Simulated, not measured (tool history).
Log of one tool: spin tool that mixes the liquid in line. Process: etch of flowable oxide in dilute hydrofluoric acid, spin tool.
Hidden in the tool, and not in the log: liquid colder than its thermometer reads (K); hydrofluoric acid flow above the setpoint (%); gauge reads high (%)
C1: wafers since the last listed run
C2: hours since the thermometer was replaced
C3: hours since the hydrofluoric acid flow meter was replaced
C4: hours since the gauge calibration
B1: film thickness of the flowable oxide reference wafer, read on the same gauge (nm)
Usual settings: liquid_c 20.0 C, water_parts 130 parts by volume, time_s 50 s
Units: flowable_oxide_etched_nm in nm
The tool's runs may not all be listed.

{"run": 1, "day": 0.0, "liquid_c": 20.0, "water_parts": 130, "time_s": 50, "C1": 0, "C2": 1174.6, "C3": 689.5, "C4": 275.5, "B1": 30.04, "flowable_oxide_etched_nm": 8.89}
{"run": 2, "day": 8.379, "liquid_c": 20.0, "water_parts": 130, "time_s": 60, "C1": 3385, "C2": 1375.7, "C3": 890.6, "C4": 476.6, "B1": 30.06, "flowable_oxide_etched_nm": 10.8}
{"run": 3, "day": 11.05, "liquid_c": 20.0, "water_parts": 130, "time_s": 45, "C1": 1079, "C2": 1439.8, "C3": 954.7, "C4": 540.7, "B1": 30.05, "flowable_oxide_etched_nm": 8.1}
{"run": 4, "day": 13.562, "liquid_c": 20.0, "water_parts": 130, "time_s": 45, "C1": 1015, "C2": 1500.1, "C3": 1015.0, "C4": 601.0, "B1": 29.96, "flowable_oxide_etched_nm": 8.15}
{"run": 5, "day": 15.333, "liquid_c": 20.0, "water_parts": 130, "time_s": 50, "C1": 715, "C2": 1542.6, "C3": 1057.5, "C4": 643.5, "B1": 30.02, "flowable_oxide_etched_nm": 9.16}
{"run": 6, "day": 16.983, "liquid_c": 20.0, "water_parts": 130, "time_s": 50, "C1": 666, "C2": 1582.2, "C3": 1097.1, "C4": 683.1, "B1": 29.99, "flowable_oxide_etched_nm": 9.07}
{"run": 7, "day": 18.483, "liquid_c": 20.0, "water_parts": 130, "time_s": 50, "C1": 606, "C2": 1618.2, "C3": 1133.1, "C4": 719.1, "B1": 30.01, "flowable_oxide_etched_nm": 9.23}
{"run": 8, "day": 20.629, "liquid_c": 20.0, "water_parts": 110, "time_s": 50, "C1": 867, "C2": 1669.7, "C3": 1184.6, "C4": 770.6, "B1": 29.94, "flowable_oxide_etched_nm": 11.08}
{"run": 9, "day": 24.575, "liquid_c": 20.0, "water_parts": 110, "time_s": 50, "C1": 1594, "C2": 1764.4, "C3": 1279.3, "C4": 865.3, "B1": 29.99, "flowable_oxide_etched_nm": 11.26}
{"run": 10, "day": 27.746, "liquid_c": 22.0, "water_parts": 130, "time_s": 50, "C1": 1281, "C2": 1840.5, "C3": 1355.4, "C4": 941.4, "B1": 30.03, "flowable_oxide_etched_nm": 10.15}
{"run": 11, "day": 30.421, "liquid_c": 20.0, "water_parts": 150, "time_s": 50, "C1": 1080, "C2": 1904.7, "C3": 1419.6, "C4": 1005.6, "B1": 29.98, "flowable_oxide_etched_nm": 7.99}
{"run": 12, "day": 34.662, "liquid_c": 20.0, "water_parts": 130, "time_s": 50, "C1": 1713, "C2": 2006.5, "C3": 1521.4, "C4": 1107.4, "B1": 30.01, "flowable_oxide_etched_nm": 9.52}
{"run": 13, "day": 36.179, "liquid_c": 17.0, "water_parts": 65, "time_s": 50, "C1": 612, "C2": 2042.9, "C3": 1557.8, "C4": 1143.8, "B1": 29.94, "flowable_oxide_etched_nm": 17.75}
{"run": 14, "day": 39.992, "liquid_c": 20.0, "water_parts": 130, "time_s": 50, "C1": 1540, "C2": 2134.4, "C3": 1649.3, "C4": 1235.3, "B1": 30.0, "flowable_oxide_etched_nm": 9.42}
{"run": 15, "day": 42.117, "liquid_c": 17.0, "water_parts": 165, "time_s": 80, "C1": 858, "C2": 2185.4, "C3": 1700.3, "C4": 1286.3, "B1": 29.97, "flowable_oxide_etched_nm": 10.17}
{"day": 42.762, "done": "gauge calibrated"}
{"run": 16, "day": 43.912, "liquid_c": 17.0, "water_parts": 185, "time_s": 60, "C1": 725, "C2": 2228.5, "C3": 1743.4, "C4": 27.6, "B1": 29.96, "flowable_oxide_etched_nm": 6.79}
{"day": 47.025, "done": "hydrofluoric acid flow meter replaced"}
{"run": 17, "day": 47.154, "liquid_c": 20.0, "water_parts": 130, "time_s": 50, "C1": 1292, "C2": 2306.3, "C3": 3.1, "C4": 105.4, "B1": 29.96, "flowable_oxide_etched_nm": 8.44}
{"run": 18, "day": 51.529, "liquid_c": 20.0, "water_parts": 175, "time_s": 75, "C1": 1767, "C2": 2411.3, "C3": 108.1, "C4": 210.4, "B1": 29.96, "flowable_oxide_etched_nm": 9.01}
{"run": 19, "day": 54.65, "liquid_c": 24.5, "water_parts": 85, "time_s": 60, "C1": 1260, "C2": 2486.2, "C3": 183.0, "C4": 285.3, "B1": 30.01, "flowable_oxide_etched_nm": 20.09}
{"day": 55.45, "done": "thermometer replaced"}
{"run": 20, "day": 59.071, "liquid_c": 18.0, "water_parts": 130, "time_s": 50, "C1": 1769, "C2": 86.9, "C3": 289.1, "C4": 391.4, "B1": 30.05, "flowable_oxide_etched_nm": 7.91}
{"run": 21, "day": 69.729, "liquid_c": 24.0, "water_parts": 105, "time_s": 40, "C1": 4306, "C2": 342.7, "C3": 544.9, "C4": 647.2, "B1": 29.96, "flowable_oxide_etched_nm": 10.61}

Forecast each of these 4 alternatives for the next run:
{"run": "A", "day": 69.746, "liquid_c": 23.0, "water_parts": 130, "time_s": 50, "C1": 6, "C2": 343.1, "C3": 545.3, "C4": 647.6, "B1": "?", "flowable_oxide_etched_nm": "?"}
{"run": "B", "day": 69.746, "liquid_c": 17.0, "water_parts": 90, "time_s": 40, "C1": 6, "C2": 343.1, "C3": 545.3, "C4": 647.6, "B1": "?", "flowable_oxide_etched_nm": "?"}
{"run": "C", "day": 69.746, "liquid_c": 17.0, "water_parts": 130, "time_s": 50, "C1": 6, "C2": 343.1, "C3": 545.3, "C4": 647.6, "B1": "?", "flowable_oxide_etched_nm": "?"}
{"run": "D", "day": 69.746, "liquid_c": 20.0, "water_parts": 75, "time_s": 50, "C1": 6, "C2": 343.1, "C3": 545.3, "C4": 647.6, "B1": "?", "flowable_oxide_etched_nm": "?"}

run=A B1=29.95 flowable_oxide_etched_nm=9.88
run=B B1=29.95 flowable_oxide_etched_nm=9.32
run=C B1=29.95 flowable_oxide_etched_nm=7.75
run=D B1=29.95 flowable_oxide_etched_nm=16.12
Without the tool's hidden state the same runs would have given:
run=A flowable_oxide_etched_nm=9.49
run=B flowable_oxide_etched_nm=8.97
run=C flowable_oxide_etched_nm=7.45
run=D flowable_oxide_etched_nm=15.52
